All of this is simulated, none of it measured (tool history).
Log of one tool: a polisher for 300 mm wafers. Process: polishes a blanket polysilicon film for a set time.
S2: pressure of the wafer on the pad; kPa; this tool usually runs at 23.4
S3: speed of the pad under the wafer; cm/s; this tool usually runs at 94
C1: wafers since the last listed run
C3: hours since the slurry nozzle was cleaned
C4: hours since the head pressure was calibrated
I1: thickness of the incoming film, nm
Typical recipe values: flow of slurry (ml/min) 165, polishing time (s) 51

run 1 hour=0 | flow_of_slurry_(ml/min)=165 S2=18.6 S3=94 polishing_time_(s)=51 | C1=0 wafers_polished_on_this_pad=1233 C3=264.7 C4=1087.9 | I1=1327.7 | film_removed_(Å)=3228
-- hour=5.8 slurry nozzle cleaned
run 2 hour=92.4 | flow_of_slurry_(ml/min)=165 S2=23.4 S3=74 polishing_time_(s)=51 | C1=945 wafers_polished_on_this_pad=2179 C3=86.6 C4=1180.3 | I1=1331.7 | film_removed_(Å)=3945
-- hour=145.5 worn pad replaced by a new one
run 3 hour=161.3 | flow_of_slurry_(ml/min)=165 S2=23.4 S3=74 polishing_time_(s)=51 | C1=671 wafers_polished_on_this_pad=163 C3=155.5 C4=1249.2 | I1=1332.7 | film_removed_(Å)=3747
run 4 hour=256.8 | flow_of_slurry_(ml/min)=165 S2=23.4 S3=112 polishing_time_(s)=51 | C1=988 wafers_polished_on_this_pad=1152 C3=251 C4=1344.7 | I1=1347.1 | film_removed_(Å)=4742
-- hour=295.9 slurry nozzle cleaned
run 5 hour=303.4 | flow_of_slurry_(ml/min)=165 S2=23.4 S3=94 polishing_time_(s)=38 | C1=471 wafers_polished_on_this_pad=1624 C3=7.5 C4=1391.3 | I1=1338.9 | film_removed_(Å)=3482
run 6 hour=401.7 | flow_of_slurry_(ml/min)=165 S2=23.4 S3=94 polishing_time_(s)=38 | C1=1017 wafers_polished_on_this_pad=2641 C3=105.8 C4=1489.6 | I1=1337.8 | film_removed_(Å)=3424
-- hour=429.9 worn pad replaced by a new one
-- hour=496.5 head pressure recalibrated
-- hour=598.5 slurry nozzle cleaned
-- hour=671 worn pad replaced by a new one
run 7 hour=702.6 | flow_of_slurry_(ml/min)=165 S2=23.4 S3=94 polishing_time_(s)=38 | C1=3000 wafers_polished_on_this_pad=327 C3=104.1 C4=206.1 | I1=1332.3 | film_removed_(Å)=3438
run 8 hour=806.8 | flow_of_slurry_(ml/min)=225 S2=23.4 S3=112 polishing_time_(s)=51 | C1=1078 wafers_polished_on_this_pad=1406 C3=208.3 C4=310.3 | I1=1323.7 | film_removed_(Å)=5188
run 9 hour=909 | flow_of_slurry_(ml/min)=140 S2=27.6 S3=84 polishing_time_(s)=44 | C1=1057 wafers_polished_on_this_pad=2463 C3=310.5 C4=412.5 | I1=1348.8 | film_removed_(Å)=3596
-- hour=915.4 slurry nozzle cleaned
-- hour=952 worn pad replaced by a new one, of another model than before
run 10 hour=963.1 | flow_of_slurry_(ml/min)=165 S2=23.4 S3=94 polishing_time_(s)=51 | C1=508 wafers_polished_on_this_pad=114 C3=47.7 C4=466.6 | I1=1330 | film_removed_(Å)=4664
run 11 hour=1069 | flow_of_slurry_(ml/min)=120 S2=30.3 S3=84 polishing_time_(s)=60 | C1=1096 wafers_polished_on_this_pad=1210 C3=153.6 C4=572.5 | I1=1330.7 | film_removed_(Å)=5188
run 12 hour=1110.7 | flow_of_slurry_(ml/min)=135 S2=19.3 S3=94 polishing_time_(s)=69 | C1=431 wafers_polished_on_this_pad=1642 C3=195.3 C4=614.2 | I1=1350.8 | film_removed_(Å)=5341
-- hour=1199.6 slurry nozzle cleaned
-- hour=1202.4 worn pad replaced by a new one
run 13 hour=1205.5 | flow_of_slurry_(ml/min)=130 S2=16.5 S3=74 polishing_time_(s)=36 | C1=941 wafers_polished_on_this_pad=32 C3=5.9 C4=709 | I1=1341.9 | film_removed_(Å)=2162
run 14 hour=1303.5 | flow_of_slurry_(ml/min)=210 S2=15.9 S3=116 polishing_time_(s)=51 | C1=1014 wafers_polished_on_this_pad=1046 C3=103.9 C4=807 | I1=1347.7 | film_removed_(Å)=4805
run 15 hour=1404.3 | flow_of_slurry_(ml/min)=165 S2=23.4 S3=94 polishing_time_(s)=62 | C1=1043 wafers_polished_on_this_pad=2089 C3=204.7 C4=907.8 | I1=1334.6 | film_removed_(Å)=5385

For each entry between runs, how does the tool's hidden state at the last listed run before it compare with that at the first listed run after it?
Runs 1 to 2: slurry nozzle cleaned (hour 5.8)
  slurry flow missing at the pad, %: 47.2 -> 15.1
  measured less the result without the state, film removed (Å): -572 -> -124
Runs 2 to 3: worn pad replaced by a new one (hour 145.5)
  slurry flow missing at the pad, %: 15.1 -> 24.9
  measured less the result without the state, film removed (Å): -124 -> -225
Runs 4 to 5: slurry nozzle cleaned (hour 295.9)
  slurry flow missing at the pad, %: 38.5 -> 3.75
  measured less the result without the state, film removed (Å): -564 -> -24
Runs 6 to 7: worn pad replaced by a new one (hour 429.9); head pressure recalibrated (hour 496.5); slurry nozzle cleaned (hour 598.5); worn pad replaced by a new one (hour 671)
  slurry flow missing at the pad, %: 17.8 -> 17.4
  measured less the result without the state, film removed (Å): -132 -> -129
Runs 9 to 10: slurry nozzle cleaned (hour 915.4); worn pad replaced by a new one, of another model than before (hour 952)
  slurry flow missing at the pad, %: 46.8 -> 7.52
  measured less the result without the state, film removed (Å): -747 -> -52
Runs 12 to 13: slurry nozzle cleaned (hour 1199.6); worn pad replaced by a new one (hour 1202.4)
  slurry flow missing at the pad, %: 28.5 -> 5.57
  measured less the result without the state, film removed (Å): -336 -> -21

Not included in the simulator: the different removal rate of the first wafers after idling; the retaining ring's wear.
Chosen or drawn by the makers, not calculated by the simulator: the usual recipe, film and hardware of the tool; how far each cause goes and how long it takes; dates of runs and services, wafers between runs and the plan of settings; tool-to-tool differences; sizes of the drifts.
